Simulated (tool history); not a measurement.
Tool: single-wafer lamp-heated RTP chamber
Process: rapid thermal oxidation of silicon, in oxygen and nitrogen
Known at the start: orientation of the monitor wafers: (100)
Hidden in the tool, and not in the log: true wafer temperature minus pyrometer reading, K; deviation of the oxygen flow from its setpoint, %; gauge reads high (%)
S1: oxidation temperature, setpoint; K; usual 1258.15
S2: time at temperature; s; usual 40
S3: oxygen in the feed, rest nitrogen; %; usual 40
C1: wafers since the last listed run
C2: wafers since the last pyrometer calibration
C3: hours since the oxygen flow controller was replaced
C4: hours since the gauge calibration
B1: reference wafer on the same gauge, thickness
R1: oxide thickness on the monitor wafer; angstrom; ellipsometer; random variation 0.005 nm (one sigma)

run	hour	S1	S2	S3	C1	C2	C3	C4	B1	R1
1	0	1258.15	40	40	0	5548	2175.5	298.4	2.819	33.51
2	14.3	1258.15	40	40	129	5677	2189.8	312.7	2.821	33.51
3	35.1	1258.15	54	40	188	5866	2210.6	333.5	2.821	37.53
4	47.5	1258.15	40	40	112	5979	2223	345.9	2.821	33.51
5	77.6	1258.15	40	40	273	6252	2253.1	376	2.821	33.52
# hour 96.5: gauge calibrated
6	99	1258.15	40	40	194	6446	2274.5	2.5	2.82	33.65
7	127.8	1258.15	40	40	261	6707	2303.3	31.3	2.82	33.57
8	148.6	1258.15	40	40	188	6896	2324.1	52.1	2.82	33.59
9	181.9	1278.15	40	40	302	7198	2357.4	85.4	2.82	37.93
10	209.5	1278.15	40	40	250	7448	2385	113	2.819	37.88
11	222	1258.15	40	40	113	7561	2397.5	125.5	2.819	33.62
12	242.8	1258.15	40	40	188	7750	2418.3	146.3	2.819	33.61
# hour 262.6: pyrometer window cleaned and pyrometer calibrated
13	263.1	1258.15	40	40	111	4	2438.6	166.6	2.82	33.27
14	283.3	1258.15	32	40	183	187	2458.8	186.8	2.821	30.8
15	303.9	1258.15	32	40	186	374	2479.4	207.4	2.82	30.82
16	317	1258.15	40	59	118	493	2492.5	220.5	2.82	37.17
17	345.3	1258.15	40	59	256	749	2520.8	248.8	2.819	37.16
18	367.5	1278.15	40	40	201	951	2543	271	2.82	37.54
19	392.7	1258.15	28	67	228	1179	2568.2	296.2	2.82	33.78
20	416.1	1258.15	40	40	212	1391	2591.6	319.6	2.819	33.36
21	441.6	1274.15	20	55	231	1623	2617.1	345.1	2.821	31.37
22	475.4	1249.15	40	40	306	1929	2650.9	378.9	2.819	31.68
# hour 493.2: gauge calibrated
23	507.8	1279.15	40	40	293	2223	2683.3	14.6	2.819	37.91
24	528.5	1235.15	53	40	187	2411	2704	35.3	2.819	32.23
25	541	1230.15	33	32	113	2524	2716.5	47.8	2.819	26.26
26	572.1	1258.15	40	40	282	2806	2747.6	78.9	2.822	33.32
# hour 591.5: oxygen flow controller replaced
27	598.4	1258.15	40	40	165	2972	6.9	105.2	2.821	33.37
28	618.4	1258.15	40	40	181	3154	26.9	125.2	2.822	33.43
29	640.8	1258.15	59	40	203	3357	49.3	147.6	2.82	38.69
30	672.9	1229.15	20	67	291	3648	81.4	179.7	2.82	26.18
31	691.3	1258.15	40	17	166	3815	99.8	198.1	2.821	27.66

The next listed run, before its measurement:
32	716.1	1258.15	40	40	224	4040	124.6	222.9	?	?

{"run 32": {"B1": 2.819, "R1": 33.49}}
Without the tool's hidden state the same run would have given R1 33.32 angstrom.

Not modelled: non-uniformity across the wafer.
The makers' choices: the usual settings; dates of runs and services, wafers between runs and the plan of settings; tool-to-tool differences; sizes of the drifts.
